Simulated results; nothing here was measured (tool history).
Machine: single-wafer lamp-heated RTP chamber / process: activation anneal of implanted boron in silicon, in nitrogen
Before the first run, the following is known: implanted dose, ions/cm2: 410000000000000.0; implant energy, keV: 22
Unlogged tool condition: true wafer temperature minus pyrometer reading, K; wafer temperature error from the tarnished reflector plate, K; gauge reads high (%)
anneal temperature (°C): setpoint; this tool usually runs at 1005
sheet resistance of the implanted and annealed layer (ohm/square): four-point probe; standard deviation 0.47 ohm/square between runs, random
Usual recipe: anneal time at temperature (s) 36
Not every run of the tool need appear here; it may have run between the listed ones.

run,hour,anneal temperature (°C),anneal time at temperature (s),wafers since the last listed run,wafers since the last pyrometer calibration,wafers since the reflector plate was cleaned,hours since the gauge calibration,"read-back reference wafer on the same gauge, sheet resistance",sheet resistance of the implanted and annealed layer (ohm/square)
1,0,1005,53,0,6242,16059,539.4,233.09,248.4
# hour 2.4: reflector plate cleaned
# hour 72.4: pyrometer window cleaned and pyrometer calibrated
2,72.9,1005,52,1021,7,1021,612.3,233.03,249.87
3,117.7,1005,36,732,740,1754,657.1,232.88,251.41
4,180.5,1005,36,1026,1767,2781,719.9,232.93,251.17
5,244.9,1005,25,1053,2820,3834,784.3,233.01,251.34
6,307.4,1005,25,1022,3842,4856,846.8,233.02,251.47
7,370.4,1005,25,1030,4872,5886,909.8,233.08,251.08
8,402.5,1005,36,524,5397,6411,941.9,233.12,249.14
9,439,1005,36,596,5994,7008,978.4,232.76,249.5
10,484,1005,36,735,6730,7744,1023.4,232.97,248.82
11,514.1,1011,36,492,7222,8236,1053.5,233.24,248.43
# hour 514.9: gauge calibrated
12,538.7,1017,36,402,7624,8638,23.8,232.87,247.13
# hour 590.3: pyrometer window cleaned and pyrometer calibrated
13,599,1005,36,855,142,9493,84.1,232.88,251.47
14,626.3,1005,36,446,588,9940,111.4,233.01,251
15,673.2,1005,36,766,1355,10707,158.3,233.01,250.49
16,735,988,27,1010,2365,11717,220.1,232.95,257.04
17,777.2,1005,43,690,3056,12407,262.3,233.08,249.85
# hour 811.2: reflector plate cleaned
18,817.9,1005,36,534,3590,110,303,232.99,249.55
19,846.8,1019,22,472,4063,582,331.9,233.07,250.2
20,894.5,1005,51,780,4843,1362,379.6,233.08,248.51
21,957.8,1005,36,1035,5878,2397,442.9,233.15,249.79
22,984.9,1028,46,443,6321,2840,470,233.07,245.93
23,1029.4,980,21,727,7049,3568,514.5,233.13,259.64
24,1065.5,979,23,590,7639,4158,550.6,233.08,258.72
25,1105.5,980,29,654,8293,4813,590.6,232.93,256.27
# hour 1124.9: pyrometer window cleaned and pyrometer calibrated
26,1167.3,1005,36,879,692,5692,652.4,232.91,250.77
27,1214.6,1005,36,773,1466,6466,699.7,233.24,251.02
28,1243.1,997,28,466,1932,6932,728.2,233.04,252.55
29,1285.8,990,52,698,2630,7630,770.9,232.82,252.89
30,1360.2,993,48,1216,3846,8847,845.3,233.15,251.34
31,1420.6,993,42,987,4834,9834,905.7,233.16,251.35
32,1475.4,1032,36,896,5730,10730,960.5,232.97,246.93
33,1520.9,1022,17,744,6474,11474,1006,233.03,248.95

Selected run-to-run steps in sheet resistance of the implanted and annealed layer (ohm/square), each split into two signed amounts: the part the tool would show with no hidden state at all (from settings, incoming material and random variation), and the remainder, which goes to the hidden state together with any gauge scatter not common to the measured and the hidden-state-free results:
Run 15 -> 16: anneal temperature (°C) 1005 -> 988, anneal time at temperature (s) 36 -> 27. sheet resistance of the implanted and annealed layer (ohm/square) +6.55: hidden state -1.52, all else +8.07.
Run 16 -> 17: anneal temperature (°C) 988 -> 1005, anneal time at temperature (s) 27 -> 43. sheet resistance of the implanted and annealed layer (ohm/square) -7.19: hidden state +0.99, all else -8.18.
Run 22 -> 23: anneal temperature (°C) 1028 -> 980, anneal time at temperature (s) 46 -> 21. sheet resistance of the implanted and annealed layer (ohm/square) +13.71: hidden state -7.12, all else +20.83.
Run 25 -> 26: anneal temperature (°C) 980 -> 1005, anneal time at temperature (s) 29 -> 36, pyrometer window cleaned and pyrometer calibrated. sheet resistance of the implanted and annealed layer (ohm/square) -5.5: hidden state +7.26, all else -12.76.
Run 31 -> 32: anneal temperature (°C) 993 -> 1032, anneal time at temperature (s) 42 -> 36. sheet resistance of the implanted and annealed layer (ohm/square) -4.42: hidden state +2.11, all else -6.53.

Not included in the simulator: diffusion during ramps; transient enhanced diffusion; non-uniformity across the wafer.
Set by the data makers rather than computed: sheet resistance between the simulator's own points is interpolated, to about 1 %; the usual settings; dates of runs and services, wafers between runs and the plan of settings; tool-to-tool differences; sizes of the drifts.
